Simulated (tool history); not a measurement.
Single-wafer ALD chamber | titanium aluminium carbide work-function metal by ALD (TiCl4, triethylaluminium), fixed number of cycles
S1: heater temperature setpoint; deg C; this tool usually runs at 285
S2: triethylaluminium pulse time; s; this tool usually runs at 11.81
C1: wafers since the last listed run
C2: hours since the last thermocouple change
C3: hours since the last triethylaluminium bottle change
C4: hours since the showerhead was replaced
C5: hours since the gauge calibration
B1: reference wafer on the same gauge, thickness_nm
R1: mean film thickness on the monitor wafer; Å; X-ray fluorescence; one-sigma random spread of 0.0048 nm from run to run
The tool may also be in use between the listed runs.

| run | hour | S1 | S2 | C1 | C2 | C3 | C4 | C5 | B1 | R1 |
|---|---|---|---|---|---|---|---|---|---|---|
| 1 | 0.0 | 285 | 8.28 | 0 | 1667.1 | 409.3 | 4443.8 | 934.1 | 2.031 | 19.08 |
| 2 | 45.9 | 285 | 8.28 | 414 | 1713.0 | 455.2 | 4489.7 | 980.0 | 2.029 | 19.06 |
| 3 | 83.2 | 285 | 8.28 | 337 | 1750.3 | 492.5 | 4527.0 | 1017.3 | 2.029 | 19.04 |
| 4 | 109.4 | 285 | 11.81 | 236 | 1776.5 | 518.7 | 4553.2 | 1043.5 | 2.029 | 19.73 |
| 5 | 167.5 | 280 | 11.81 | 524 | 1834.6 | 576.8 | 4611.3 | 1101.6 | 2.030 | 19.31 |
| 6 | 268.6 | 280 | 11.81 | 913 | 1935.7 | 677.9 | 4712.4 | 1202.7 | 2.029 | 19.29 |
| 7 | 415.5 | 285 | 11.81 | 1327 | 2082.6 | 824.8 | 4859.3 | 1349.6 | 2.029 | 19.87 |
| 8 | 442.9 | 279 | 9.92 | 247 | 2110.0 | 852.2 | 4886.7 | 1377.0 | 2.028 | 18.95 |
| 9 | 485.9 | 279 | 9.92 | 388 | 2153.0 | 895.2 | 4929.7 | 1420.0 | 2.031 | 18.97 |
| 10 | 537.4 | 279 | 9.92 | 465 | 2204.5 | 946.7 | 4981.2 | 1471.5 | 2.030 | 18.98 |
| 11 | 603.6 | 275 | 11.81 | 598 | 2270.7 | 1012.9 | 5047.4 | 1537.7 | 2.029 | 18.87 |
| 12 | 648.2 | 285 | 11.81 | 402 | 2315.3 | 1057.5 | 5092.0 | 1582.3 | 2.030 | 19.85 |
| 13 | 687.4 | 285 | 11.81 | 354 | 2354.5 | 1096.7 | 5131.2 | 1621.5 | 2.031 | 19.92 |
| 14 | 730.8 | 285 | 11.81 | 392 | 2397.9 | 1140.1 | 5174.6 | 1664.9 | 2.029 | 19.90 |
|  | 749.8 | gauge calibrated |
|  | 794.2 | showerhead replaced |
| 15 | 797.0 | 285 | 11.81 | 525 | 2464.1 | 1206.3 | 2.8 | 47.2 | 2.029 | 19.93 |
| 16 | 833.7 | 285 | 11.81 | 331 | 2500.8 | 1243.0 | 39.5 | 83.9 | 2.031 | 19.93 |
|  | 853.5 | thermocouple changed; heater temperature recalibrated |
| 17 | 883.3 | 297 | 14.69 | 375 | 29.8 | 1292.6 | 89.1 | 133.5 | 2.029 | 20.67 |
| 18 | 948.3 | 285 | 11.81 | 587 | 94.8 | 1357.6 | 154.1 | 198.5 | 2.030 | 19.39 |

Predict the results of run 19:
| 19 | 1005.6 | 292 | 14.24 | 517 | 152.1 | 1414.9 | 211.4 | 255.8 | ? | ? |

B1: 2.031
R1: 20.24 Å
On a tool with no hidden condition, and with the same random variation, this run would have come out at R1 20.18 Å.

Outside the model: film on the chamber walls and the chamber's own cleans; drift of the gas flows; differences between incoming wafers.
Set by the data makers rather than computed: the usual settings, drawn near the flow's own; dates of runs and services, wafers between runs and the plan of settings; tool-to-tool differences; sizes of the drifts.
